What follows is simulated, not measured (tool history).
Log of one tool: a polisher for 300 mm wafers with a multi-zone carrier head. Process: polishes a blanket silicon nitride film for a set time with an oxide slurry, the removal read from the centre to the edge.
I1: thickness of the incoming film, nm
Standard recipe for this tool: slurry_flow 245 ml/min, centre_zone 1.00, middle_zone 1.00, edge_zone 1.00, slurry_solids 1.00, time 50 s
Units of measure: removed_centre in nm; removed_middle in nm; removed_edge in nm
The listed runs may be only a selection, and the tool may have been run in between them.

Run 1, hour 0.0: usual settings but time 63 s; I1 272.9. Result: removed_centre 40.2 nm, removed_middle 42.0 nm, removed_edge 43.6 nm.
Run 2, hour 34.2: usual settings but time 63 s; I1 270.8. Result: removed_centre 40.2 nm, removed_middle 41.2 nm, removed_edge 41.8 nm.
At hour 55.8: slurry nozzle cleaned.
Run 3, hour 93.1: usual settings; I1 268.3. Result: removed_centre 35.1 nm, removed_middle 36.2 nm, removed_edge 35.7 nm.
At hour 118.5: worn pad replaced by a new one.
At hour 149.4: carrier head's membrane replaced by a new one.
Run 4, hour 149.9: usual settings; I1 275.8. Result: removed_centre 35.3 nm, removed_middle 35.8 nm, removed_edge 36.2 nm.
Run 5, hour 190.4: usual settings but slurry_flow 205 ml/min, time 44 s; I1 269.2. Result: removed_centre 30.3 nm, removed_middle 30.4 nm, removed_edge 30.8 nm.
Run 6, hour 251.4: usual settings but slurry_flow 205 ml/min, time 44 s; I1 272.2. Result: removed_centre 29.5 nm, removed_middle 29.4 nm, removed_edge 29.8 nm.
Run 7, hour 277.1: usual settings but slurry_flow 205 ml/min, time 44 s; I1 269.3. Result: removed_centre 28.6 nm, removed_middle 29.2 nm, removed_edge 29.9 nm.
Run 8, hour 334.8: usual settings but edge_zone 1.07; I1 268.9. Result: removed_centre 32.8 nm, removed_middle 33.3 nm, removed_edge 35.5 nm.
Run 9, hour 362.3: usual settings but centre_zone 1.05; I1 268.7. Result: removed_centre 32.9 nm, removed_middle 33.2 nm, removed_edge 32.8 nm.
At hour 385.8: slurry nozzle cleaned.
At hour 394.4: centre zone pressure recalibrated.
At hour 396.9: worn pad replaced by a new one.
Run 10, hour 414.4: usual settings; I1 270.8. Result: removed_centre 35.4 nm, removed_middle 34.9 nm, removed_edge 35.9 nm.
Run 11, hour 477.5: usual settings but centre_zone 1.05; I1 271.8. Result: removed_centre 36.5 nm, removed_middle 35.1 nm, removed_edge 36.1 nm.
Run 12, hour 528.6: usual settings; I1 267.8. Result: removed_centre 35.1 nm, removed_middle 34.2 nm, removed_edge 35.0 nm.
Run 13, hour 595.7: usual settings but centre_zone 1.07, middle_zone 1.07; I1 271.4. Result: removed_centre 35.9 nm, removed_middle 36.8 nm, removed_edge 35.4 nm.
Run 14, hour 652.3: usual settings; I1 270.2. Result: removed_centre 32.9 nm, removed_middle 33.8 nm, removed_edge 33.2 nm.
At hour 669.1: carrier head's membrane replaced by a new one.
At hour 675.9: worn pad replaced by a new one.
At hour 700.6: edge zone pressure recalibrated.
Run 15, hour 722.5: usual settings but edge_zone 0.96; I1 272.1. Result: removed_centre 29.0 nm, removed_middle 30.2 nm, removed_edge 31.7 nm.
At hour 725.3: slurry nozzle cleaned.
Run 16, hour 784.6: usual settings but centre_zone 0.91, middle_zone 0.95; I1 270.7. Result: removed_centre 32.5 nm, removed_middle 33.0 nm, removed_edge 36.1 nm.
Run 17, hour 838.0: usual settings but middle_zone 1.09, slurry_solids 1.20, time 43 s; I1 267.2. Result: removed_centre 33.5 nm, removed_middle 36.0 nm, removed_edge 33.2 nm.
Run 18, hour 892.6: usual settings but slurry_flow 185 ml/min; I1 271.5. Result: removed_centre 32.3 nm, removed_middle 33.4 nm, removed_edge 33.8 nm.
At hour 909.1: worn pad replaced by a new one.
Run 19, hour 920.2: usual settings but middle_zone 1.05, time 35 s; I1 267.0. Result: removed_centre 23.9 nm, removed_middle 25.3 nm, removed_edge 24.6 nm.
Run 20, hour 990.1: usual settings but middle_zone 0.88; I1 271.9. Result: removed_centre 32.2 nm, removed_middle 29.8 nm, removed_edge 33.8 nm.
At hour 994.6: slurry nozzle cleaned.
At hour 1142.6: worn pad replaced by a new one.
Run 21, hour 1174.4: usual settings; I1 267.1. Result: removed_centre 34.2 nm, removed_middle 33.8 nm, removed_edge 35.0 nm.

Branching from run 21: 4 alternative next runs. What would each branch give?
Run A, hour 1174.8: usual settings but centre_zone 1.11; I1 273.0. Result: removed_centre ?, removed_middle ?, removed_edge ?.
Run B, hour 1174.8: usual settings but slurry_solids 0.85; I1 273.0. Result: removed_centre ?, removed_middle ?, removed_edge ?.
Run C, hour 1174.8: usual settings but centre_zone 1.07, middle_zone 1.06, edge_zone 0.96, slurry_solids 0.90; I1 273.0. Result: removed_centre ?, removed_middle ?, removed_edge ?.
Run D, hour 1174.8: usual settings but slurry_flow 220 ml/min, centre_zone 0.96, time 66 s; I1 273.0. Result: removed_centre ?, removed_middle ?, removed_edge ?.

run  removed_centre  removed_middle  removed_edge
  A            38.0            35.1          35.0
  B            30.5            31.3          31.2
  C            34.1            34.3          31.9
  D            42.5            45.6          45.6
With the hidden condition removed and each run's random variation left untouched, the same runs would have given:
run  removed_centre  removed_middle  removed_edge
  A            39.3            36.2          35.8
  B            31.5            32.2          31.8
  C            35.2            35.3          32.7
  D            44.1            47.1          46.7

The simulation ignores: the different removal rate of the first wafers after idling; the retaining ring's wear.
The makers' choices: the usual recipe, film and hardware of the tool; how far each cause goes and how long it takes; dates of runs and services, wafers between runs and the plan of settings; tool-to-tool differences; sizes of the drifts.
